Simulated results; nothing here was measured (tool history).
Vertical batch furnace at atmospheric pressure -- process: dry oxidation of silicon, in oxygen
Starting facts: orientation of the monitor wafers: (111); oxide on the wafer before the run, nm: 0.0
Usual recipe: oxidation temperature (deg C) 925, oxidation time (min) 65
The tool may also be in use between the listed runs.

| run | day | oxidation temperature (deg C) | oxidation time (min) | wafers since the last listed run | hours since the last temperature calibration | hours since the boat lift was adjusted | hours since the gauge calibration | read-back reference wafer on the same gauge, thickness | oxide thickness on the monitor wafer (Å) |
|---|---|---|---|---|---|---|---|---|---|
| 1 | 0 | 933 | 65 | 0 | 1584.4 | 2090.7 | 126.1 | 37.93 | 485.4 |
| 2 | 0.754 | 933 | 65 | 192 | 1602.5 | 2108.8 | 144.2 | 38.01 | 487.3 |
| 3 | 5.088 | 925 | 65 | 1106 | 1706.5 | 2212.8 | 248.2 | 38 | 452.5 |
| 4 | 6.042 | 925 | 48 | 243 | 1729.4 | 2235.7 | 271.1 | 38.04 | 367.6 |
| 5 | 6.771 | 925 | 48 | 186 | 1746.9 | 2253.2 | 288.6 | 38.03 | 365.3 |
| 6 | 7.821 | 939 | 65 | 268 | 1772.1 | 2278.4 | 313.8 | 37.98 | 510.4 |
| 7 | 8.329 | 939 | 65 | 129 | 1784.3 | 2290.6 | 326 | 37.99 | 511.5 |
| 8 | 8.908 | 939 | 65 | 147 | 1798.2 | 2304.5 | 339.9 | 38 | 510.2 |
|  | 10.479 | boat lift adjusted |
| 9 | 10.5 | 925 | 65 | 151 | 1836.4 | 0.5 | 378.1 | 38 | 450.9 |
| 10 | 10.679 | 925 | 65 | 45 | 1840.7 | 4.8 | 382.4 | 38.04 | 453.4 |
| 11 | 11.262 | 925 | 65 | 149 | 1854.7 | 18.8 | 396.4 | 37.97 | 450.9 |
| 12 | 11.792 | 925 | 65 | 135 | 1867.4 | 31.5 | 409.1 | 38.06 | 450.6 |
| 13 | 13.004 | 925 | 65 | 309 | 1896.5 | 60.6 | 438.2 | 37.99 | 452.2 |
| 14 | 13.917 | 925 | 65 | 233 | 1918.4 | 82.5 | 460.1 | 38.05 | 454.1 |
| 15 | 14.771 | 913 | 50 | 218 | 1938.9 | 103 | 480.6 | 38.03 | 336.4 |
|  | 16.075 | thermocouples replaced and temperature profile calibrated |
| 16 | 16.096 | 933 | 85 | 83 | 0.5 | 134.8 | 512.4 | 38.06 | 586.7 |
| 17 | 16.571 | 940 | 36 | 121 | 11.9 | 146.2 | 523.8 | 38.03 | 341.3 |
| 18 | 18.038 | 944 | 65 | 374 | 47.1 | 181.4 | 559 | 38.03 | 533.6 |
| 19 | 19.338 | 941 | 48.5 | 332 | 78.3 | 212.6 | 590.2 | 38.01 | 423.7 |
| 20 | 19.925 | 913 | 43 | 150 | 92.4 | 226.7 | 604.3 | 38 | 301 |
| 21 | 20.75 | 925 | 65 | 210 | 112.2 | 246.5 | 624.1 | 38.03 | 448.9 |
|  | 21.142 | gauge calibrated |
| 22 | 21.383 | 908 | 41.5 | 161 | 127.4 | 261.7 | 5.8 | 37.92 | 280.4 |
| 23 | 22.471 | 947 | 92.5 | 277 | 153.5 | 287.8 | 31.9 | 38.01 | 697.9 |
| 24 | 23.883 | 940 | 65 | 360 | 187.4 | 321.7 | 65.8 | 38 | 514.9 |
| 25 | 24.404 | 925 | 65 | 133 | 199.9 | 334.2 | 78.3 | 37.94 | 454.7 |
| 26 | 25.767 | 914 | 91.5 | 348 | 232.6 | 366.9 | 111 | 38.06 | 511.9 |
| 27 | 26.879 | 936 | 65 | 284 | 259.3 | 393.6 | 137.7 | 38 | 498.8 |

What differs in the tool's unlogged condition from the final listed run ahead of each entry between runs to the first listed run following it?
Run 8 -> run 9: boat lift adjusted (day 10.479)
  the hidden state is the same at both runs
Run 15 -> run 16: thermocouples replaced and temperature profile calibrated (day 16.075)
  the hidden state is the same at both runs
Run 21 -> run 22: gauge calibrated (day 21.142)
  the hidden state is the same at both runs
